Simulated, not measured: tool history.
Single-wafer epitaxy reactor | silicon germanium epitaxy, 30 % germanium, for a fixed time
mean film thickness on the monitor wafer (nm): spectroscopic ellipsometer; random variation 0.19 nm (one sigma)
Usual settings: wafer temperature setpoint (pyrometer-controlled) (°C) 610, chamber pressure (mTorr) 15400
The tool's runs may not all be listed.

| run | hour | wafer temperature setpoint (pyrometer-controlled) (°C) | chamber pressure (mTorr) | wafers since the last listed run | hours since the last pyrometer calibration | hours since the last manometer calibration | hours since the showerhead was replaced | hours since the gauge calibration | read-back reference wafer on the same gauge, thickness_nm | mean film thickness on the monitor wafer (nm) |
|---|---|---|---|---|---|---|---|---|---|---|
| 1 | 0.0 | 610 | 15400 | 0 | 1729.7 | 1568.5 | 2554.3 | 345.6 | 74.518 | 65.959 |
| 2 | 44.8 | 610 | 16200 | 936 | 1774.5 | 1613.3 | 2599.1 | 390.4 | 74.527 | 66.928 |
| 3 | 175.6 | 610 | 16200 | 2734 | 1905.3 | 1744.1 | 2729.9 | 521.2 | 74.504 | 67.076 |
| 4 | 425.5 | 610 | 17000 | 5224 | 2155.2 | 1994.0 | 2979.8 | 771.1 | 74.516 | 68.101 |
| 5 | 521.1 | 616 | 13500 | 1998 | 2250.8 | 2089.6 | 3075.4 | 866.7 | 74.543 | 71.262 |
| 6 | 609.3 | 610 | 15400 | 1843 | 2339.0 | 2177.8 | 3163.6 | 954.9 | 74.529 | 65.911 |
| 7 | 654.4 | 610 | 13100 | 942 | 2384.1 | 2222.9 | 3208.7 | 1000.0 | 74.486 | 63.498 |
| 8 | 762.0 | 610 | 13100 | 2249 | 2491.7 | 2330.5 | 3316.3 | 1107.6 | 74.500 | 63.482 |
| 9 | 836.0 | 610 | 15400 | 1546 | 2565.7 | 2404.5 | 3390.3 | 1181.6 | 74.503 | 66.391 |
| 10 | 878.8 | 610 | 15400 | 894 | 2608.5 | 2447.3 | 3433.1 | 1224.4 | 74.493 | 66.429 |
| 11 | 921.4 | 610 | 15400 | 890 | 2651.1 | 2489.9 | 3475.7 | 1267.0 | 74.544 | 66.101 |
|  | 989.3 | pyrometer calibrated |
| 12 | 1005.6 | 610 | 15400 | 1592 | 16.3 | 2574.1 | 3559.9 | 1351.2 | 74.477 | 66.593 |
| 13 | 1107.1 | 610 | 15400 | 2121 | 117.8 | 2675.6 | 3661.4 | 1452.7 | 74.546 | 66.176 |
|  | 1154.6 | capacitance manometer re-zeroed and calibrated |
| 14 | 1162.6 | 624 | 17400 | 992 | 173.3 | 8.0 | 3716.9 | 1508.2 | 74.476 | 85.933 |
| 15 | 1199.2 | 615 | 17400 | 765 | 209.9 | 44.6 | 3753.5 | 1544.8 | 74.514 | 73.556 |
| 16 | 1284.9 | 605 | 15400 | 1791 | 295.6 | 130.3 | 3839.2 | 1630.5 | 74.576 | 59.359 |
| 17 | 1323.0 | 610 | 15400 | 796 | 333.7 | 168.4 | 3877.3 | 1668.6 | 74.489 | 65.061 |
| 18 | 1390.4 | 610 | 15400 | 1408 | 401.1 | 235.8 | 3944.7 | 1736.0 | 74.507 | 65.592 |
|  | 1443.4 | showerhead replaced |
| 19 | 1462.8 | 597 | 15400 | 1346 | 473.5 | 308.2 | 19.4 | 1808.4 | 74.501 | 51.752 |
| 20 | 1510.1 | 610 | 15400 | 988 | 520.8 | 355.5 | 66.7 | 1855.7 | 74.461 | 65.246 |
|  | 1558.8 | gauge calibrated |
| 21 | 1567.0 | 615 | 17400 | 1189 | 577.7 | 412.4 | 123.6 | 8.2 | 74.553 | 73.977 |
| 22 | 1630.9 | 624 | 19000 | 1335 | 641.6 | 476.3 | 187.5 | 72.1 | 74.493 | 88.362 |
| 23 | 1691.3 | 610 | 15400 | 1262 | 702.0 | 536.7 | 247.9 | 132.5 | 74.524 | 65.105 |
| 24 | 1792.4 | 610 | 15400 | 2113 | 803.1 | 637.8 | 349.0 | 233.6 | 74.518 | 65.339 |
| 25 | 1864.6 | 623 | 18300 | 1509 | 875.3 | 710.0 | 421.2 | 305.8 | 74.515 | 86.216 |
| 26 | 1934.5 | 605 | 18400 | 1461 | 945.2 | 779.9 | 491.1 | 375.7 | 74.507 | 62.742 |
| 27 | 2004.1 | 623 | 15400 | 1454 | 1014.8 | 849.5 | 560.7 | 445.3 | 74.498 | 82.431 |

3 ways to go on from here, each from the tool as it stands after run 27. What would each give?
| A | 2004.5 | 618 | 15400 | 8 | 1015.2 | 849.9 | 561.1 | 445.7 | ? | ? |
| B | 2004.5 | 610 | 19000 | 8 | 1015.2 | 849.9 | 561.1 | 445.7 | ? | ? |
| C | 2004.5 | 599 | 17600 | 8 | 1015.2 | 849.9 | 561.1 | 445.7 | ? | ? |

| run | read-back reference wafer on the same gauge, thickness_nm | mean film thickness on the monitor wafer (nm) |
|---|---|---|
| A | 74.479 | 75.903 |
| B | 74.479 | 69.606 |
| C | 74.479 | 55.939 |
The same runs, with their run-to-run variation unchanged, on a tool lacking any hidden condition would have given:
| run | mean film thickness on the monitor wafer (nm) |
|---|---|
| A | 74.887 |
| B | 68.674 |
| C | 55.190 |

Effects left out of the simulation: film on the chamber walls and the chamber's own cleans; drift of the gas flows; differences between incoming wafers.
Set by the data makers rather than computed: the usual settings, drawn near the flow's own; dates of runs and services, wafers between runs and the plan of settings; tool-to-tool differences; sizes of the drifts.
